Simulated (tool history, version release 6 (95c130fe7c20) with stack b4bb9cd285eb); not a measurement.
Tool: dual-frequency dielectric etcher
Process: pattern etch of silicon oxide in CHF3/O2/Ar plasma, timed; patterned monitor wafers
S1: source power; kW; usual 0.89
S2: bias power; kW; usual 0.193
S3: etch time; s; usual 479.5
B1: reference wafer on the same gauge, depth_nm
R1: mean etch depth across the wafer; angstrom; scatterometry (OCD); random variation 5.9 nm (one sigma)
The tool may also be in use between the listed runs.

| run | hour | S1 | S2 | S3 | B1 | R1 |
|---|---|---|---|---|---|---|
| 1 | 0 | 0.89 | 0.228 | 593 | 1078.7 | 14357 |
| 2 | 29.2 | 0.89 | 0.193 | 479.5 | 1081.1 | 10818 |
| 3 | 43.7 | 0.89 | 0.193 | 479.5 | 1079.6 | 10815 |
| 4 | 66.7 | 0.89 | 0.193 | 395 | 1075.9 | 8924 |
| 5 | 102.5 | 0.89 | 0.193 | 395 | 1078.1 | 8780 |
| 6 | 122.4 | 0.78 | 0.193 | 479.5 | 1078.9 | 10193 |
|  | 128.1 | bias power generator calibrated |
| 7 | 157.6 | 0.89 | 0.193 | 479.5 | 1077.1 | 10771 |
| 8 | 174.4 | 0.89 | 0.193 | 479.5 | 1081.5 | 10610 |
| 9 | 199.4 | 1.05 | 0.221 | 582.5 | 1084.2 | 14432 |
| 10 | 221.5 | 0.89 | 0.193 | 479.5 | 1078.1 | 10695 |
|  | 227.2 | gauge calibrated |
|  | 240.3 | source power generator calibrated |
|  | 257.5 | wet clean of the chamber |
| 11 | 258 | 1.04 | 0.22 | 479.5 | 1079.3 | 12459 |
| 12 | 272.6 | 0.89 | 0.193 | 479.5 | 1077.5 | 11197 |
| 13 | 307.8 | 0.89 | 0.193 | 358 | 1076.6 | 8349 |
| 14 | 331.6 | 1.1 | 0.209 | 573 | 1078.9 | 14715 |
| 15 | 361.3 | 0.89 | 0.193 | 479.5 | 1079.1 | 11116 |
| 16 | 380.8 | 0.89 | 0.231 | 541 | 1081.2 | 13389 |
| 17 | 406 | 0.89 | 0.193 | 479.5 | 1079.6 | 11079 |
| 18 | 427.6 | 0.73 | 0.16 | 350 | 1079 | 7081 |
|  | 500.6 | upper electrode replaced |
| 19 | 509.1 | 0.71 | 0.206 | 531 | 1080 | 11482 |
| 20 | 527 | 0.89 | 0.193 | 479.5 | 1079 | 10906 |
| 21 | 561.9 | 1.04 | 0.168 | 431.5 | 1078.5 | 9875 |
| 22 | 578.1 | 0.89 | 0.17 | 479.5 | 1080.7 | 10479 |
| 23 | 596.7 | 0.89 | 0.193 | 479.5 | 1080.5 | 10883 |
| 24 | 618.7 | 0.89 | 0.193 | 479.5 | 1076.9 | 10824 |
|  | 666.3 | wet clean of the chamber |
| 25 | 666.8 | 0.89 | 0.157 | 479.5 | 1082.5 | 10288 |
| 26 | 667.2 | 0.89 | 0.193 | 479.5 | 1078.8 | 11211 |
| 27 | 680.5 | 0.89 | 0.193 | 479.5 | 1078.6 | 11167 |
| 28 | 693.3 | 0.99 | 0.178 | 479.5 | 1079.8 | 11202 |
| 29 | 723 | 1.01 | 0.193 | 408.5 | 1080.4 | 9886 |
| 30 | 748 | 1.03 | 0.193 | 479.5 | 1080 | 11738 |
| 31 | 765.2 | 1.04 | 0.193 | 598.5 | 1081.7 | 14562 |

3 ways to go on from here, each from the tool as it stands after run 31. What would each give?
| A | 765.7 | 0.79 | 0.193 | 479.5 | ? | ? |
| B | 765.7 | 0.89 | 0.169 | 479.5 | ? | ? |
| C | 765.7 | 1.01 | 0.147 | 414.5 | ? | ? |

| run | B1 | R1 |
|---|---|---|
| A | 1079 | 10644 |
| B | 1079 | 10535 |
| C | 1079 | 9033 |
Without the tool's hidden state the same runs would have given:
| run | R1 |
|---|---|
| A | 10740 |
| B | 10629 |
| C | 9113 |
